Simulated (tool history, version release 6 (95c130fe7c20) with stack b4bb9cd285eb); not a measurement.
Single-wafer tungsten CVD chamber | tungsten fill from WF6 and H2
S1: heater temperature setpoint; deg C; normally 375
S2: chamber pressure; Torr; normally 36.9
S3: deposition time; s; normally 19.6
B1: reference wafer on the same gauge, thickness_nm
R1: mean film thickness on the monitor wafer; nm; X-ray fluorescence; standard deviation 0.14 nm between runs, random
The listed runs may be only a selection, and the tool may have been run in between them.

run	day	S1	S2	S3	B1	R1
1	0	386	36.9	19.6	39.605	45.623
2	0.571	386	36.9	19.6	39.582	45.498
3	1.408	375	36.9	19.6	39.577	36.925
4	2.529	375	36.9	19.6	39.588	37.051
# day 2.712: gauge calibrated
5	3.05	375	36.9	19.6	39.619	36.784
6	4.004	375	43.5	18.7	39.596	38.833
7	5.033	375	43.5	18.7	39.606	38.678
8	6.012	375	36.9	19.6	39.623	36.723
9	6.85	375	36.9	16.7	39.605	31.307
10	7.979	375	36.9	16.7	39.602	31.314
11	9.062	375	36.9	16.7	39.595	31.389
12	9.571	375	34.9	19.6	39.612	35.283
# day 12.292: thermocouple changed; heater temperature recalibrated
13	12.879	375	34.9	19.6	39.573	33.708
14	13.621	375	34.9	19.6	39.601	33.411
15	14.833	375	36.9	19.6	39.556	34.556
16	15.954	375	36.9	19.6	39.611	34.503
# day 16.846: showerhead replaced
17	17.096	375	36.9	19.6	39.612	34.207
18	18.554	375	36.9	19.6	39.591	33.974
# day 18.983: thermocouple changed; heater temperature recalibrated, repeated, since the last time left the tool worse
19	20.042	382	29.5	19.6	39.605	39.304
20	20.992	375	36.9	19.6	39.618	39.858
21	21.996	363	41.1	16.3	39.597	27.772
22	22.562	390	29.7	22.2	39.601	51.4
23	23.838	375	36.9	16.5	39.606	33.139
# day 25.333: capacitance manometer re-zeroed and calibrated
24	25.354	364	36.9	16.2	39.617	26.035
# day 25.538: gauge calibrated
25	26.229	375	40.4	22.7	39.608	48.216
26	27.15	381	44.7	20.7	39.596	52.143
27	28.567	375	36.9	16	39.585	31.895
28	29.592	363	36.9	16.5	39.549	25.881
29	30.462	383	36.9	22.8	39.606	52.717
30	31.479	387	36.9	21.3	39.591	52.964
31	32.067	375	36.9	16.3	39.597	32.31
32	33.092	375	36.9	19.6	39.577	38.643
33	34.038	364	33.2	20.6	39.634	30.227

What does the tool deliver on the next run?
34	35.071	375	36.9	23.3	?	?

For run 34 the tool returned B1 39.582, R1 45.777 nm.
Minus the tool's unlogged condition, the same run would have read R1 47.247 nm.
